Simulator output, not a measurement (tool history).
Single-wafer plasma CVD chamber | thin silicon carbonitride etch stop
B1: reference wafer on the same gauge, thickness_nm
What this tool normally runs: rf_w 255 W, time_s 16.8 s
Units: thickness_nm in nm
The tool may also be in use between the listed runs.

Run 1, day 0: usual settings; B1 12.605. Result: thickness_nm 10.765 nm.
Run 2, day 0.558: usual settings but rf_w 270 W; B1 12.601. Result: thickness_nm 11.004 nm.
Run 3, day 1.246: usual settings but rf_w 270 W; B1 12.6. Result: thickness_nm 10.984 nm.
Run 4, day 1.979: usual settings but rf_w 245 W; B1 12.593. Result: thickness_nm 10.681 nm.
Run 5, day 2.604: usual settings but rf_w 245 W; B1 12.598. Result: thickness_nm 10.64 nm.
Run 6, day 3.133: usual settings but rf_w 245 W; B1 12.595. Result: thickness_nm 10.628 nm.
Run 7, day 3.442: usual settings but time_s 17.9 s; B1 12.602. Result: thickness_nm 11.498 nm.
Run 8, day 3.767: usual settings but time_s 17.9 s; B1 12.601. Result: thickness_nm 11.517 nm.
Run 9, day 4.346: usual settings but time_s 17.9 s; B1 12.597. Result: thickness_nm 11.481 nm.
At day 5.35: RF generator calibrated.
Run 10, day 5.371: usual settings but time_s 14.2 s; B1 12.59. Result: thickness_nm 9.349 nm.
Run 11, day 5.462: usual settings but time_s 14.2 s; B1 12.601. Result: thickness_nm 9.34 nm.
At day 6.154: showerhead replaced.
At day 6.167: gauge calibrated.
Run 12, day 6.175: usual settings but time_s 14.2 s; B1 12.604. Result: thickness_nm 9.323 nm.
Run 13, day 6.188: usual settings but time_s 17.8 s; B1 12.606. Result: thickness_nm 11.675 nm.
Run 14, day 6.583: usual settings but time_s 17.8 s; B1 12.595. Result: thickness_nm 11.689 nm.
At day 7.538: thermocouple changed; heater temperature recalibrated.
Run 15, day 7.558: usual settings but rf_w 275 W, time_s 19.4 s; B1 12.595. Result: thickness_nm 13.055 nm.
Run 16, day 7.571: usual settings but rf_w 290 W, time_s 19.1 s; B1 12.603. Result: thickness_nm 13.096 nm.
Run 17, day 8.121: usual settings but time_s 13.5 s; B1 12.594. Result: thickness_nm 8.861 nm.
Run 18, day 8.792: usual settings but time_s 15.4 s; B1 12.596. Result: thickness_nm 10.077 nm.
Run 19, day 9.183: usual settings; B1 12.597. Result: thickness_nm 11.003 nm.
Run 20, day 9.625: usual settings but rf_w 240 W, time_s 19.4 s; B1 12.592. Result: thickness_nm 12.42 nm.
Run 21, day 9.946: usual settings but time_s 19.9 s; B1 12.599. Result: thickness_nm 12.996 nm.
Run 22, day 10.525: usual settings but rf_w 235 W, time_s 14.3 s; B1 12.601. Result: thickness_nm 9.092 nm.
Run 23, day 10.938: usual settings but rf_w 220 W, time_s 18.3 s; B1 12.605. Result: thickness_nm 11.319 nm.
Run 24, day 11.596: usual settings but rf_w 240 W, time_s 13.5 s; B1 12.603. Result: thickness_nm 8.616 nm.
Run 25, day 11.917: usual settings but rf_w 305 W, time_s 14 s; B1 12.595. Result: thickness_nm 9.71 nm.
Run 26, day 12.542: usual settings but rf_w 275 W; B1 12.609. Result: thickness_nm 11.236 nm.
Run 27, day 13.208: usual settings but rf_w 210 W; B1 12.598. Result: thickness_nm 10.226 nm.
Run 28, day 13.667: usual settings but time_s 18.1 s; B1 12.611. Result: thickness_nm 11.784 nm.
Run 29, day 14.021: usual settings but rf_w 225 W, time_s 15.7 s; B1 12.595. Result: thickness_nm 9.796 nm.
Run 30, day 14.283: usual settings; B1 12.602. Result: thickness_nm 10.926 nm.
Run 31, day 14.708: usual settings but rf_w 280 W, time_s 18.5 s; B1 12.596. Result: thickness_nm 12.406 nm.
Run 32, day 15.312: usual settings; B1 12.597. Result: thickness_nm 10.935 nm.
Run 33, day 16.946: usual settings but rf_w 280 W; B1 12.598. Result: thickness_nm 11.264 nm.
Run 34, day 17.346: usual settings but rf_w 245 W; B1 12.593. Result: thickness_nm 10.764 nm.
Run 35, day 17.942: usual settings but rf_w 280 W, time_s 15.9 s; B1 12.597. Result: thickness_nm 10.647 nm.

What if the next run were any one of these 5? Each begins from the tool's condition after run 35:
Run A, day 17.958: usual settings; B1 ?. Result: thickness_nm ?.
Run B, day 17.958: usual settings but rf_w 205 W; B1 ?. Result: thickness_nm ?.
Run C, day 17.958: usual settings but rf_w 240 W, time_s 18.4 s; B1 ?. Result: thickness_nm ?.
Run D, day 17.958: usual settings but rf_w 205 W, time_s 19.5 s; B1 ?. Result: thickness_nm ?.
Run E, day 17.958: usual settings but time_s 17.7 s; B1 ?. Result: thickness_nm ?.

run    B1  thickness_nm
  A  12.6          10.9
  B  12.6        10.102
  C  12.6        11.692
  D  12.6        11.725
  E  12.6        11.484
Take away the tool's hidden state, keep each run's random variation, and the runs would have read:
run  thickness_nm
  A        11.073
  B        10.261
  C        11.877
  D         11.91
  E        11.666
